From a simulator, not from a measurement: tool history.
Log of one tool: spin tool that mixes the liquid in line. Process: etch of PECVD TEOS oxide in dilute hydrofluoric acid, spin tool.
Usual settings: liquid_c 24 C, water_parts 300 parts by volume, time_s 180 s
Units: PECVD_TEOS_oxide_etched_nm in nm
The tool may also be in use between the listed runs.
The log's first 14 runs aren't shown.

| run | hour | liquid_c | water_parts | time_s | read-back film thickness of the PECVD TEOS oxide reference wafer, read on the same gauge (nm) | PECVD_TEOS_oxide_etched_nm |
|---|---|---|---|---|---|---|
| 15 | 218.9 | 24 | 300 | 180 | 89.98 | 11.1 |
| 16 | 233.3 | 28.5 | 425 | 280 | 90.02 | 12.52 |
| 17 | 249 | 24 | 300 | 180 | 90 | 11.16 |
| 18 | 262 | 27.5 | 445 | 95 | 90.01 | 3.87 |
| 19 | 271 | 20.5 | 300 | 180 | 90 | 9.85 |
| 20 | 277.4 | 24 | 300 | 180 | 90.02 | 11.2 |
| 21 | 283.7 | 19.5 | 210 | 140 | 90 | 11.42 |
| 22 | 290.3 | 24 | 300 | 180 | 89.99 | 11.17 |
|  | 293.2 | gauge calibrated |
|  | 306.4 | thermometer replaced |
| 23 | 307.8 | 20 | 340 | 180 | 90.01 | 8.23 |
|  | 313.2 | hydrofluoric acid flow meter replaced |
| 24 | 321.8 | 22.5 | 300 | 180 | 89.99 | 10.6 |
| 25 | 336.5 | 28.5 | 300 | 140 | 90.01 | 10.11 |
| 26 | 352.6 | 24 | 300 | 180 | 89.99 | 11.14 |
| 27 | 364.2 | 19.5 | 300 | 180 | 90.01 | 9.51 |
| 28 | 374.3 | 22 | 255 | 265 | 90.01 | 18.78 |
| 29 | 383 | 24 | 300 | 250 | 90.01 | 15.34 |
| 30 | 408.6 | 28 | 180 | 245 | 89.99 | 33.05 |
| 31 | 421.6 | 22.5 | 300 | 95 | 89.97 | 5.59 |

Forecast each of these 5 alternatives for the next run:
| A | 422.1 | 24 | 300 | 180 | ? | ? |
| B | 422.1 | 24 | 385 | 180 | ? | ? |
| C | 422.1 | 22.5 | 300 | 140 | ? | ? |
| D | 422.1 | 24 | 350 | 180 | ? | ? |
| E | 422.1 | 25.5 | 385 | 105 | ? | ? |

| run | read-back film thickness of the PECVD TEOS oxide reference wafer, read on the same gauge (nm) | PECVD_TEOS_oxide_etched_nm |
|---|---|---|
| A | 89.99 | 11.05 |
| B | 89.99 | 7.95 |
| C | 89.99 | 8.15 |
| D | 89.99 | 9.03 |
| E | 89.99 | 4.87 |
Without the tool's hidden state the same runs would have given:
| run | PECVD_TEOS_oxide_etched_nm |
|---|---|
| A | 11.05 |
| B | 7.95 |
| C | 8.15 |
| D | 9.03 |
| E | 4.87 |
